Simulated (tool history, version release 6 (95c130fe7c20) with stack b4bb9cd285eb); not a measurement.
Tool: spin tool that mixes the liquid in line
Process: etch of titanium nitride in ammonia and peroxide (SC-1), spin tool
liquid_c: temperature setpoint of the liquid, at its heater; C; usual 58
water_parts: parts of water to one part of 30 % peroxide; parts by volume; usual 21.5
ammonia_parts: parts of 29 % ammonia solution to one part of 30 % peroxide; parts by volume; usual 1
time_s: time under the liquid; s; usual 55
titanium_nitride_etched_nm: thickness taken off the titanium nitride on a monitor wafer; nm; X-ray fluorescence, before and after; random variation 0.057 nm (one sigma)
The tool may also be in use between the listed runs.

run	day	liquid_c	water_parts	ammonia_parts	time_s	wafers since the last listed run	hours since the thermometer was replaced	hours since the ammonia flow meter was replaced	hours since the heated supply line was repaired	hours since the drum of ammonia solution was connected	hours since the gauge calibration	read-back film thickness of the titanium nitride reference wafer, read on the same gauge (nm)	titanium_nitride_etched_nm
1	0	58	21.5	1	55	0	1965.9	1534.1	3144.7	90	383.5	59.96	6.05
2	0.396	58	21.5	1	55	93	1975.4	1543.6	3154.2	99.5	393	60.04	6.07
3	0.796	58	26.5	0.75	85	94	1985	1553.2	3163.8	109.1	402.6	59.99	7.85
4	1.417	58	21.5	1	55	146	1999.9	1568.1	3178.7	124	417.5	59.99	6.05
5	1.954	58	21.5	1	55	126	2012.8	1581	3191.6	136.9	430.4	59.98	6.05
6	2.679	58	21.5	1.2	55	170	2030.2	1598.4	3209	154.3	447.8	59.98	6.22
# day 2.779: gauge calibrated
# day 3: ammonia flow meter replaced
7	3.104	54	21.5	1	65	90	2040.4	2.5	3219.2	164.5	7.8	60.01	5.38
8	3.629	58	24.5	1	55	123	2053	15.1	3231.8	177.1	20.4	60.01	5.62
# day 3.979: thermometer replaced
9	4.354	54.5	11	1.2	55	161	9	32.5	3249.2	194.5	37.8	60	6.99
10	4.725	61.5	30.5	1.2	75	87	17.9	41.4	3258.1	203.4	46.7	60.01	8.87
11	5.204	58	21.5	1	55	112	29.4	52.9	3269.6	214.9	58.2	59.98	5.99
12	5.708	60.5	18	1.15	75	118	41.5	65	3281.7	227	70.3	60.01	10.9
13	6.454	58	24.5	1	55	175	59.4	82.9	3299.6	244.9	88.2	60.04	5.58
14	7.196	67	30.5	1.2	35	174	77.2	100.7	3317.4	262.7	106	60.01	5.89
# day 7.338: heated supply line repaired
15	7.633	60.5	21.5	1	55	93	87.7	111.2	7.1	273.2	116.5	59.97	8.57
16	8.354	58	21.5	1	55	169	105	128.5	24.4	290.5	133.8	59.99	7.35
17	8.658	58	11.5	1	55	71	112.3	135.8	31.7	297.8	141.1	60.03	10.26
18	9.383	58	29	1.15	75	170	129.7	153.2	49.1	315.2	158.5	60	8.61
19	9.9	58	21.5	1	55	121	142.1	165.6	61.5	327.6	170.9	60	7.29
20	10.546	50	21.5	0.8	25	152	157.6	181.1	77	343.1	186.4	59.95	1.86
21	10.946	58	21.5	1	55	94	167.2	190.7	86.6	352.7	196	59.99	7.3
22	11.604	65	27.5	0.55	25	155	183	206.5	102.4	368.5	211.8	59.99	4.07
23	12.054	58	21.5	1	55	106	193.8	217.3	113.2	379.3	222.6	59.98	7.3
24	12.738	58	21.5	1	55	161	210.2	233.7	129.6	395.7	239	59.98	7.23
25	13.108	62.5	21.5	1.2	55	87	219.1	242.6	138.5	404.6	247.9	59.98	10.09

Forecast each of these 3 alternatives for the next run:
A	13.125	58	21.5	1	55	3	219.5	243	138.9	405	248.3	?	?
B	13.125	58	21.5	0.55	30	3	219.5	243	138.9	405	248.3	?	?
C	13.125	58	21.5	1	80	3	219.5	243	138.9	405	248.3	?	?

run	read-back film thickness of the titanium nitride reference wafer, read on the same gauge (nm)	titanium_nitride_etched_nm
A	60.01	7.26
B	60.01	3.55
C	60.01	10.56
Without the tool's hidden state the same runs would have given:
run	titanium_nitride_etched_nm
A	7.41
B	3.63
C	10.78
